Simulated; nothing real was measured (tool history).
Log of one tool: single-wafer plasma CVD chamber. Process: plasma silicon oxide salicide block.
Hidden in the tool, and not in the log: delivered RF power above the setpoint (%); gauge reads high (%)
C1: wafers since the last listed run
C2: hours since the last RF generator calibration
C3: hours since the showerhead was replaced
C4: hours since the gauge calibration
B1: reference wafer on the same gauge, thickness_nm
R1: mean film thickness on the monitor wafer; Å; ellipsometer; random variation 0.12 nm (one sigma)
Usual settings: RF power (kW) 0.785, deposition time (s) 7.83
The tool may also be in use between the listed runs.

{"run": 1, "hour": 0.0, "RF power (kW)": 0.785, "deposition time (s)": 7.83, "C1": 0, "C2": 1924.9, "C3": 5196.8, "C4": 191.3, "B1": 75.812, "R1": 802.4}
{"run": 2, "hour": 14.8, "RF power (kW)": 0.785, "deposition time (s)": 7.83, "C1": 713, "C2": 1939.7, "C3": 5211.6, "C4": 206.1, "B1": 75.795, "R1": 802.0}
{"run": 3, "hour": 26.7, "RF power (kW)": 0.785, "deposition time (s)": 7.83, "C1": 573, "C2": 1951.6, "C3": 5223.5, "C4": 218.0, "B1": 75.768, "R1": 803.24}
{"run": 4, "hour": 38.1, "RF power (kW)": 0.785, "deposition time (s)": 7.83, "C1": 549, "C2": 1963.0, "C3": 5234.9, "C4": 229.4, "B1": 75.789, "R1": 804.14}
{"run": 5, "hour": 45.3, "RF power (kW)": 0.785, "deposition time (s)": 7.83, "C1": 347, "C2": 1970.2, "C3": 5242.1, "C4": 236.6, "B1": 75.753, "R1": 801.86}
{"run": 6, "hour": 61.9, "RF power (kW)": 0.785, "deposition time (s)": 7.83, "C1": 800, "C2": 1986.8, "C3": 5258.7, "C4": 253.2, "B1": 75.762, "R1": 802.16}
{"run": 7, "hour": 71.1, "RF power (kW)": 0.785, "deposition time (s)": 7.83, "C1": 443, "C2": 1996.0, "C3": 5267.9, "C4": 262.4, "B1": 75.726, "R1": 803.85}
{"run": 8, "hour": 89.0, "RF power (kW)": 0.785, "deposition time (s)": 7.83, "C1": 862, "C2": 2013.9, "C3": 5285.8, "C4": 280.3, "B1": 75.704, "R1": 805.47}
{"run": 9, "hour": 96.7, "RF power (kW)": 0.785, "deposition time (s)": 7.83, "C1": 371, "C2": 2021.6, "C3": 5293.5, "C4": 288.0, "B1": 75.718, "R1": 801.25}
{"run": 10, "hour": 110.3, "RF power (kW)": 0.785, "deposition time (s)": 7.83, "C1": 655, "C2": 2035.2, "C3": 5307.1, "C4": 301.6, "B1": 75.721, "R1": 800.39}
{"run": 11, "hour": 122.4, "RF power (kW)": 0.785, "deposition time (s)": 7.83, "C1": 583, "C2": 2047.3, "C3": 5319.2, "C4": 313.7, "B1": 75.703, "R1": 801.92}
{"hour": 129.8, "done": "gauge calibrated"}
{"run": 12, "hour": 137.7, "RF power (kW)": 0.785, "deposition time (s)": 7.83, "C1": 737, "C2": 2062.6, "C3": 5334.5, "C4": 7.9, "B1": 76.607, "R1": 811.67}
{"run": 13, "hour": 156.1, "RF power (kW)": 0.785, "deposition time (s)": 7.83, "C1": 887, "C2": 2081.0, "C3": 5352.9, "C4": 26.3, "B1": 76.439, "R1": 810.78}
{"hour": 164.8, "done": "RF generator calibrated"}
{"run": 14, "hour": 165.3, "RF power (kW)": 0.9, "deposition time (s)": 8.79, "C1": 57, "C2": 0.5, "C3": 5362.1, "C4": 35.5, "B1": 76.379, "R1": 946.93}
{"run": 15, "hour": 170.1, "RF power (kW)": 0.785, "deposition time (s)": 7.83, "C1": 231, "C2": 5.3, "C3": 5366.9, "C4": 40.3, "B1": 76.349, "R1": 809.22}
{"run": 16, "hour": 182.4, "RF power (kW)": 0.785, "deposition time (s)": 7.83, "C1": 592, "C2": 17.6, "C3": 5379.2, "C4": 52.6, "B1": 76.266, "R1": 807.51}
{"hour": 195.9, "done": "showerhead replaced"}
{"run": 17, "hour": 200.0, "RF power (kW)": 0.7, "deposition time (s)": 9.08, "C1": 462, "C2": 35.2, "C3": 4.1, "C4": 70.2, "B1": 76.161, "R1": 902.32}
{"run": 18, "hour": 207.7, "RF power (kW)": 0.785, "deposition time (s)": 6.39, "C1": 371, "C2": 42.9, "C3": 11.8, "C4": 77.9, "B1": 76.125, "R1": 658.96}
{"run": 19, "hour": 250.3, "RF power (kW)": 0.785, "deposition time (s)": 7.83, "C1": 2053, "C2": 85.5, "C3": 54.4, "C4": 120.5, "B1": 75.963, "R1": 804.23}
{"run": 20, "hour": 264.0, "RF power (kW)": 0.785, "deposition time (s)": 7.41, "C1": 660, "C2": 99.2, "C3": 68.1, "C4": 134.2, "B1": 75.932, "R1": 763.55}
{"run": 21, "hour": 277.5, "RF power (kW)": 0.785, "deposition time (s)": 7.83, "C1": 650, "C2": 112.7, "C3": 81.6, "C4": 147.7, "B1": 75.885, "R1": 803.8}

Run 22 comes next. What will it give?
{"run": 22, "hour": 291.0, "RF power (kW)": 0.92, "deposition time (s)": 7.26, "C1": 650, "C2": 126.2, "C3": 95.1, "C4": 161.2, "B1": "?", "R1": "?"}

{"run 22": {"B1": 75.876, "R1": 784.0}}
Without the tool's hidden state the same run would have given R1 792.69 Å.
